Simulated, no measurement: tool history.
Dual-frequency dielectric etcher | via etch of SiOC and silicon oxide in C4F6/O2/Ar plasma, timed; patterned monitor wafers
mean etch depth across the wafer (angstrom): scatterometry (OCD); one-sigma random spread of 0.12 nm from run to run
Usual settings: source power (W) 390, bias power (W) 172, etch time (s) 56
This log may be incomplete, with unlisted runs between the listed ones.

| run | hour | source power (W) | bias power (W) | etch time (s) | read-back reference wafer on the same gauge, depth_nm | mean etch depth across the wafer (angstrom) |
|---|---|---|---|---|---|---|
| 1 | 0 | 390 | 172 | 56 | 62.9 | 593 |
| 2 | 54.7 | 390 | 172 | 56 | 62.9 | 594 |
| 3 | 85.8 | 390 | 172 | 56 | 62.9 | 593 |
|  | 147.8 | gauge calibrated |
|  | 161.7 | wet clean of the chamber |
| 4 | 162.2 | 450 | 172 | 56 | 62.9 | 648 |
| 5 | 242.7 | 390 | 172 | 56 | 62.9 | 595 |
| 6 | 272.3 | 390 | 197 | 56 | 62.9 | 624 |
| 7 | 328 | 390 | 197 | 56 | 62.9 | 625 |
| 8 | 397 | 360 | 172 | 56 | 62.9 | 564 |
| 9 | 480.5 | 360 | 172 | 56 | 63 | 565 |
|  | 505.3 | bias power generator calibrated |
| 10 | 508.8 | 390 | 172 | 56 | 62.9 | 594 |
|  | 533.8 | wet clean of the chamber |
| 11 | 578.4 | 390 | 172 | 56 | 62.9 | 594 |
| 12 | 612.1 | 390 | 172 | 56 | 62.9 | 594 |
| 13 | 640.8 | 390 | 172 | 56 | 62.9 | 593 |
| 14 | 673.6 | 390 | 172 | 49.5 | 62.9 | 525 |
| 15 | 701 | 390 | 187 | 56 | 62.9 | 611 |
| 16 | 760.9 | 360 | 214 | 56 | 62.9 | 613 |
|  | 781.8 | source power generator calibrated |
| 17 | 798 | 320 | 200 | 66.5 | 62.9 | 658 |
| 18 | 831.7 | 480 | 172 | 56 | 62.9 | 670 |
|  | 880.9 | upper electrode replaced |
|  | 894.3 | wet clean of the chamber |
|  | 894.7 | gauge calibrated |
| 19 | 894.8 | 390 | 172 | 56 | 62.9 | 594 |
| 20 | 917.4 | 390 | 213 | 56 | 62.9 | 640 |
| 21 | 960.1 | 390 | 172 | 56 | 62.9 | 594 |
| 22 | 1029.9 | 390 | 172 | 56 | 62.9 | 594 |
| 23 | 1088.1 | 390 | 192 | 56 | 62.9 | 619 |
| 24 | 1124.1 | 430 | 172 | 46 | 62.9 | 516 |
| 25 | 1148.8 | 330 | 172 | 56 | 62.9 | 533 |
| 26 | 1184.6 | 390 | 138 | 56 | 62.9 | 547 |
| 27 | 1210.6 | 390 | 210 | 67.5 | 62.9 | 771 |
| 28 | 1240.8 | 300 | 207 | 48 | 62.9 | 458 |
| 29 | 1311 | 440 | 172 | 56 | 62.9 | 638 |

5 options for the next run, each taken on its own from the tool as it stands now. Forecast them:
| A | 1311.4 | 390 | 172 | 56 | ? | ? |
| B | 1311.4 | 330 | 136 | 45 | ? | ? |
| C | 1311.4 | 390 | 172 | 41.5 | ? | ? |
| D | 1311.4 | 490 | 192 | 71 | ? | ? |
| E | 1311.4 | 390 | 172 | 40.5 | ? | ? |

| run | read-back reference wafer on the same gauge, depth_nm | mean etch depth across the wafer (angstrom) |
|---|---|---|
| A | 62.9 | 593 |
| B | 62.9 | 393 |
| C | 62.9 | 439 |
| D | 62.9 | 892 |
| E | 62.9 | 429 |
With the hidden condition removed and each run's random variation left untouched, the same runs would have given:
| run | mean etch depth across the wafer (angstrom) |
|---|---|
| A | 593 |
| B | 393 |
| C | 439 |
| D | 892 |
| E | 429 |
